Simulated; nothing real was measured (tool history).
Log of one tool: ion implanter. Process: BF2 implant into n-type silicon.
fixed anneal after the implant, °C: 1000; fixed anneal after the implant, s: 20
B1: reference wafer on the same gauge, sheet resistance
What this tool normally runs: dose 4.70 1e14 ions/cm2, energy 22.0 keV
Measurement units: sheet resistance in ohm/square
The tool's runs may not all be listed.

run 1 hour=0.0 | dose=4.70 energy=25.0 | B1=262.88 | sheet_resistance=242.51
run 2 hour=15.3 | dose=4.70 energy=25.0 | B1=262.60 | sheet_resistance=243.12
run 3 hour=24.8 | dose=4.70 energy=25.0 | B1=262.65 | sheet_resistance=242.85
run 4 hour=32.2 | dose=5.20 energy=22.0 | B1=262.75 | sheet_resistance=232.02
run 5 hour=42.3 | dose=4.70 energy=25.5 | B1=262.51 | sheet_resistance=241.46
run 6 hour=55.4 | dose=4.70 energy=22.0 | B1=262.59 | sheet_resistance=248.44
run 7 hour=62.8 | dose=4.70 energy=22.0 | B1=262.60 | sheet_resistance=248.51
run 8 hour=80.6 | dose=5.47 energy=22.0 | B1=262.23 | sheet_resistance=224.84
run 9 hour=93.5 | dose=5.36 energy=24.0 | B1=262.50 | sheet_resistance=222.80
run 10 hour=102.0 | dose=5.36 energy=24.0 | B1=262.32 | sheet_resistance=223.54
run 11 hour=116.5 | dose=5.36 energy=24.0 | B1=262.11 | sheet_resistance=221.79
run 12 hour=129.3 | dose=4.70 energy=22.0 | B1=261.86 | sheet_resistance=248.23
-- hour=143.5 Faraday cup replaced and dose calibrated
run 13 hour=162.6 | dose=5.70 energy=14.5 | B1=261.62 | sheet_resistance=245.45
run 14 hour=171.2 | dose=4.70 energy=22.0 | B1=261.64 | sheet_resistance=247.48
-- hour=179.5 extraction supply calibrated
run 15 hour=180.0 | dose=5.84 energy=26.0 | B1=261.51 | sheet_resistance=206.17
run 16 hour=188.8 | dose=5.07 energy=22.0 | B1=261.34 | sheet_resistance=234.51
run 17 hour=202.5 | dose=3.90 energy=24.5 | B1=261.30 | sheet_resistance=280.52

Predict the results of run 18:
run 18 hour=216.0 | dose=5.23 energy=27.5 | B1=? | sheet_resistance=?

Run 18 gave B1 260.99, sheet resistance 219.31 ohm/square.
With the hidden condition absent and the run-to-run variation left alone, this run would have shown sheet resistance 220.89 ohm/square.
